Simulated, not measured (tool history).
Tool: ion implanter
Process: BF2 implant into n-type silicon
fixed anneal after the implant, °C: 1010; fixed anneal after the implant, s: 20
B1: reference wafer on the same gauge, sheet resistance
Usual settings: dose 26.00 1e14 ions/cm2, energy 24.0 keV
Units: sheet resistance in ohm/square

Run 1, day 0.000: usual settings but energy 30.0 keV; B1 139.08. Result: sheet resistance 134.46 ohm/square.
Run 2, day 0.729: usual settings but energy 30.0 keV; B1 139.27. Result: sheet resistance 134.81 ohm/square.
Run 3, day 1.746: usual settings; B1 138.79. Result: sheet resistance 150.25 ohm/square.
Run 4, day 2.896: usual settings; B1 138.89. Result: sheet resistance 149.42 ohm/square.
Run 5, day 3.604: usual settings but energy 21.0 keV; B1 138.94. Result: sheet resistance 158.01 ohm/square.
Run 6, day 4.754: usual settings; B1 138.87. Result: sheet resistance 149.39 ohm/square.
Run 7, day 6.250: usual settings; B1 138.32. Result: sheet resistance 147.75 ohm/square.
Run 8, day 7.146: usual settings; B1 138.73. Result: sheet resistance 149.34 ohm/square.
Run 9, day 7.917: usual settings; B1 138.08. Result: sheet resistance 148.28 ohm/square.
Run 10, day 11.504: usual settings; B1 137.72. Result: sheet resistance 148.12 ohm/square.
Run 11, day 12.008: usual settings; B1 137.62. Result: sheet resistance 147.35 ohm/square.
Run 12, day 15.954: usual settings; B1 136.76. Result: sheet resistance 147.85 ohm/square.
Run 13, day 16.629: usual settings but energy 27.5 keV; B1 136.88. Result: sheet resistance 137.87 ohm/square.
Run 14, day 17.367: usual settings but energy 27.5 keV; B1 136.72. Result: sheet resistance 138.14 ohm/square.
Run 15, day 17.933: usual settings but dose 31.51 1e14 ions/cm2, energy 27.5 keV; B1 136.77. Result: sheet resistance 137.36 ohm/square.
Run 16, day 18.475: usual settings but dose 23.81 1e14 ions/cm2, energy 27.5 keV; B1 136.58. Result: sheet resistance 138.88 ohm/square.
Run 17, day 19.429: usual settings but dose 30.73 1e14 ions/cm2; B1 136.44. Result: sheet resistance 144.93 ohm/square.
At day 20.992: extraction supply calibrated.
Run 18, day 21.012: usual settings but energy 28.5 keV; B1 136.06. Result: sheet resistance 135.32 ohm/square.
Run 19, day 21.583: usual settings; B1 135.92. Result: sheet resistance 146.41 ohm/square.
Run 20, day 22.271: usual settings but dose 21.08 1e14 ions/cm2, energy 31.0 keV; B1 136.12. Result: sheet resistance 131.18 ohm/square.
At day 23.462: gauge calibrated.
Run 21, day 23.604: usual settings but dose 19.37 1e14 ions/cm2, energy 19.0 keV; B1 142.38. Result: sheet resistance 172.49 ohm/square.
At day 24.867: Faraday cup replaced and dose calibrated.
Run 22, day 24.904: usual settings but dose 30.73 1e14 ions/cm2; B1 142.42. Result: sheet resistance 151.65 ohm/square.
Run 23, day 25.621: usual settings; B1 142.38. Result: sheet resistance 152.75 ohm/square.
Run 24, day 27.100: usual settings; B1 142.24. Result: sheet resistance 153.45 ohm/square.
Run 25, day 30.358: usual settings but dose 31.60 1e14 ions/cm2, energy 16.0 keV; B1 142.09. Result: sheet resistance 179.42 ohm/square.
Run 26, day 30.904: usual settings; B1 142.17. Result: sheet resistance 152.13 ohm/square.
Run 27, day 32.342: usual settings; B1 142.19. Result: sheet resistance 152.53 ohm/square.
Run 28, day 32.896: usual settings but dose 22.19 1e14 ions/cm2, energy 18.0 keV; B1 142.35. Result: sheet resistance 173.72 ohm/square.
Run 29, day 33.417: usual settings but dose 30.63 1e14 ions/cm2; B1 142.09. Result: sheet resistance 151.96 ohm/square.
Run 30, day 34.333: usual settings but dose 33.62 1e14 ions/cm2, energy 30.0 keV; B1 142.11. Result: sheet resistance 135.06 ohm/square.
Run 31, day 35.700: usual settings but energy 31.5 keV; B1 142.12. Result: sheet resistance 134.37 ohm/square.
Run 32, day 36.367: usual settings but dose 23.16 1e14 ions/cm2, energy 30.5 keV; B1 141.99. Result: sheet resistance 137.06 ohm/square.
Run 33, day 36.954: usual settings but dose 21.47 1e14 ions/cm2, energy 29.5 keV; B1 142.17. Result: sheet resistance 139.75 ohm/square.
Run 34, day 38.125: usual settings; B1 142.04. Result: sheet resistance 151.64 ohm/square.
Run 35, day 38.767: usual settings but dose 33.26 1e14 ions/cm2, energy 30.5 keV; B1 142.29. Result: sheet resistance 134.06 ohm/square.
Run 36, day 39.888: usual settings but dose 30.33 1e14 ions/cm2, energy 30.5 keV; B1 142.01. Result: sheet resistance 135.47 ohm/square.
Run 37, day 41.088: usual settings; B1 141.84. Result: sheet resistance 152.50 ohm/square.
Run 38, day 41.717: usual settings but dose 30.37 1e14 ions/cm2, energy 30.5 keV; B1 141.81. Result: sheet resistance 135.26 ohm/square.

Forecast each of these 3 alternatives for the next run:
Run A, day 41.733: usual settings but dose 33.49 1e14 ions/cm2; B1 ?. Result: sheet resistance ?.
Run B, day 41.733: usual settings but dose 21.04 1e14 ions/cm2, energy 31.5 keV; B1 ?. Result: sheet resistance ?.
Run C, day 41.733: usual settings but dose 19.19 1e14 ions/cm2; B1 ?. Result: sheet resistance ?.

run      B1  sheet resistance
  A  142.11            149.61
  B  142.11            135.33
  C  142.11            154.87
Without the tool's hidden state the same runs would have given:
run  sheet resistance
  A            149.76
  B            135.47
  C            155.02
